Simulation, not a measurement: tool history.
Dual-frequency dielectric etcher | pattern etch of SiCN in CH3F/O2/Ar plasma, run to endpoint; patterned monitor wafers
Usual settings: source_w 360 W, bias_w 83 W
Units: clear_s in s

run    hour  source_w  bias_w  incoming incoming film thickness, nm  clear_s
  1     0.0       300      94                                  8.24     20.0
       70.7  -- wet clean of the chamber
  2    71.2       300      94                                  8.24     20.9
  3   128.9       300      83                                  8.17     22.2
  4   187.6       300      83                                  8.12     21.9
  5   283.4       300      83                                  8.27     22.3
  6   321.8       420      94                                  8.27     17.8
  7   363.4       420      94                                  8.21     17.9
      410.1  -- wet clean of the chamber
  8   410.6       360      83                                  8.11     20.7
  9   480.8       440     101                                  8.22     17.2
      577.0  -- upper electrode replaced
 10   580.2       300      96                                  8.18     19.8
 11   623.7       390      88                                  8.16     18.9
 12   670.9       280      63                                  8.18     26.1
      680.5  -- source power generator calibrated
 13   772.0       360      83                                  8.14     19.9
      805.9  -- wet clean of the chamber
      831.8  -- bias power generator calibrated
 14   865.1       390      88                                  8.14     19.5
 15   966.3       320      83                                  8.14     21.1
 16  1055.2       430      91                                  8.25     18.3
 17  1116.4       360      83                                  8.14     19.9

What the log doesn't show, run by run:
source power that arrives over what is set, %: 0 in every run
bias power that arrives over what is set, %: 0 in every run
H1: etch rate over this chamber's usual, %
run      H1
  1    3.63
  2  -0.319
  3   0.492
  4    1.32
  5    2.67
  6    3.21
  7    3.79
  8   0.262
  9    1.25
 10    2.65
 11    3.26
 12    3.92
 13    5.34
 14    1.02
 15    2.44
 16    3.69
 17    4.55
